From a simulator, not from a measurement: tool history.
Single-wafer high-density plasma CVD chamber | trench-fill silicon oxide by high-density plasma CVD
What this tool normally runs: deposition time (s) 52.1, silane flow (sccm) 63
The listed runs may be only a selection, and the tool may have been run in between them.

run    hour  deposition time (s)  silane flow (sccm)  read-back reference wafer on the same gauge, thickness_nm  mean film thickness on the monitor wafer (nm)
  1       0                 52.1                  63                                                    343.107                                        326.632
  2    25.8                 52.1                  63                                                    342.889                                        325.397
  3    66.3                 52.1                  63                                                     342.73                                        324.625
  4    90.3                 46.8                  63                                                    343.137                                        291.934
  5   154.3                 52.1                  63                                                    343.176                                        325.643
  6   207.8                 47.6                  63                                                    343.166                                        298.038
  7   245.7                 44.4                  63                                                    343.459                                        278.088
  8   273.7                 52.1                  63                                                    343.022                                        329.008
  9   337.2                 52.1                  59                                                    342.846                                        307.265
 10   393.3                 52.1                  54                                                    342.733                                        285.215
 11   424.8                 52.1                  63                                                    342.958                                        324.416
 12   473.7                 52.1                  63                                                    342.793                                        325.703
 13   504.7                 52.1                  58                                                    343.299                                        302.667
 14     545                 52.1                  56                                                    342.848                                         291.07
 15   590.3                   55                  60                                                    343.096                                        330.029
      628.2  -- silane flow controller replaced
 16   635.9                   55                  60                                                    342.619                                        320.357
 17   683.1                 47.8                  72                                                    343.203                                        326.399
 18     718                 45.5                  54                                                    343.398                                         240.22
      718.9  -- gauge calibrated
 19   783.2                 52.1                  57                                                     343.14                                        287.007
 20   834.3                 45.8                  74                                                    343.176                                        317.737
 21   920.7                 52.1                  70                                                     343.08                                        340.255
      958.7  -- silane flow controller replaced, repeated, since the last time left the tool worse
 22   959.2                 60.2                  52                                                    343.147                                        327.837
 23  1013.5                 57.9                  71                                                    342.894                                         408.78
 24  1058.2                 52.1                  63                                                    343.193                                        331.801
 25  1219.4                 45.3                  58                                                    342.967                                        265.618
 26  1424.6                 62.5                  75                                                    342.805                                        458.747
 27  1492.3                 52.1                  63                                                    342.782                                        326.856
 28  1519.2                 45.5                  54                                                    343.506                                        249.608
 29  1555.6                 52.1                  57                                                    342.701                                        301.222
 30  1599.3                 52.1                  63                                                    342.798                                        328.792
 31  1667.3                 52.1                  63                                                    343.249                                        326.465
 32  1709.6                 43.9                  63                                                    342.853                                        275.666
 33  1775.4                 44.4                  63                                                    342.997                                        275.487
     1809.4  -- gauge calibrated
 34  1818.9                 45.9                  70                                                    343.128                                         315.28
 35  1861.6                   60                  63                                                    342.783                                        373.657
 36  1931.6                 56.6                  72                                                    343.389                                        395.647

Branching from run 36: 4 alternative next runs. What would each branch give?
  A  1932                 52.1                  72                                                          ?                                              ?
  B  1932                   42                  51                                                          ?                                              ?
  C  1932                 58.4                  51                                                          ?                                              ?
  D  1932                 58.7                  63                                                          ?                                              ?

run  read-back reference wafer on the same gauge, thickness_nm  mean film thickness on the monitor wafer (nm)
  A                                                    342.968                                        362.464
  B                                                    342.968                                        217.171
  C                                                    342.968                                        301.972
  D                                                    342.968                                        363.442
Take away the tool's hidden state, keep each run's random variation, and the runs would have read:
run  mean film thickness on the monitor wafer (nm)
  A                                        373.451
  B                                        223.754
  C                                        311.124
  D                                        374.458

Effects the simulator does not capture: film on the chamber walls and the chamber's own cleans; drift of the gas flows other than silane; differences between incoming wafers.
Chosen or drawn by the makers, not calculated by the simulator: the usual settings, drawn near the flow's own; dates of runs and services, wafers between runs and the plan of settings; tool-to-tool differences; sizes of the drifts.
